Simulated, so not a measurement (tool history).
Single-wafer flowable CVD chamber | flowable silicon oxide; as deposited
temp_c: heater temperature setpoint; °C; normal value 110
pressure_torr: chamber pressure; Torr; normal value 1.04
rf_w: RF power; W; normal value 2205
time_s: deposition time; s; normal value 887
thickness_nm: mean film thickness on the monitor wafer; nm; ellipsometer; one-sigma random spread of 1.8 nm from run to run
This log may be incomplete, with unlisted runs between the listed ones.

run	hour	temp_c	pressure_torr	rf_w	time_s	read-back reference wafer on the same gauge, thickness_nm	thickness_nm
1	0.0	110	1.04	2205	887	647.691	471.400
2	16.6	110	1.04	2205	887	646.694	470.426
3	31.0	110	1.04	2205	887	646.274	471.624
4	42.4	110	1.04	2205	887	647.673	471.587
5	58.9	110	1.04	2205	887	647.394	471.638
6	76.7	110	1.04	2205	887	646.623	470.885
7	83.7	110	1.04	2205	887	646.762	468.305
8	95.2	110	1.04	2205	887	647.536	472.021
9	109.4	110	1.04	2205	887	646.330	469.792
10	117.4	110	0.92	2205	887	647.139	412.217
# hour 128.0: capacitance manometer re-zeroed and calibrated
11	130.4	110	1.04	2360	887	647.678	472.788
12	140.9	110	1.04	2360	887	647.024	473.234
13	151.4	110	1.04	2360	887	647.868	472.249
14	166.8	110	1.17	2570	887	646.788	536.351
15	174.5	110	1.04	2205	887	646.613	467.547
# hour 189.8: thermocouple changed; heater temperature recalibrated
# hour 191.9: RF generator calibrated
16	192.4	110	0.85	2640	1010	646.219	562.566
17	193.0	110	1.04	2205	887	646.711	586.973
18	210.3	110	0.79	2205	887	647.068	444.419
19	225.3	110	1.04	2205	887	647.359	592.118
# hour 242.6: showerhead replaced
20	243.1	96	0.93	2205	887	647.517	891.875
# hour 253.3: gauge calibrated
21	255.3	110	1.04	1935	766	646.967	496.733
22	263.1	110	1.04	2205	887	647.892	584.622
23	277.6	101	1.04	2205	887	647.457	827.363
24	290.2	122	0.91	2205	1050	646.767	399.329
25	327.8	117	1.04	2380	887	647.328	459.493
26	335.7	110	1.04	2205	887	647.010	583.527

Below, some changes in thickness_nm between adjacent runs. For each, the amount present without the hidden state too (settings, incoming material, random variation) and the amount remaining for the hidden state with gauge scatter not shared by both compared results:
Hidden state at play: wafer temperature above the value expected at the setpoint (K); delivered RF power above the setpoint (%); true pressure above the setpoint (%); gauge reads high (%).
Run 14 -> 15: pressure_torr 1.17 -> 1.04, rf_w 2570 -> 2205. thickness_nm -68.804 nm: hidden state +16.089, all else -84.893.
Run 15 -> 16: pressure_torr 1.04 -> 0.85, rf_w 2205 -> 2640, time_s 887 -> 1010, thermocouple changed; heater temperature recalibrated, RF generator calibrated. thickness_nm +95.019 nm: hidden state +123.261, all else -28.242.
Run 20 -> 21: temp_c 96 -> 110, pressure_torr 0.93 -> 1.04, rf_w 2205 -> 1935, time_s 887 -> 766, gauge calibrated. thickness_nm -395.142 nm: hidden state -7.289, all else -387.853.
Run 23 -> 24: temp_c 101 -> 122, pressure_torr 1.04 -> 0.91, time_s 887 -> 1050. thickness_nm -428.034 nm: hidden state -7.044, all else -420.990.

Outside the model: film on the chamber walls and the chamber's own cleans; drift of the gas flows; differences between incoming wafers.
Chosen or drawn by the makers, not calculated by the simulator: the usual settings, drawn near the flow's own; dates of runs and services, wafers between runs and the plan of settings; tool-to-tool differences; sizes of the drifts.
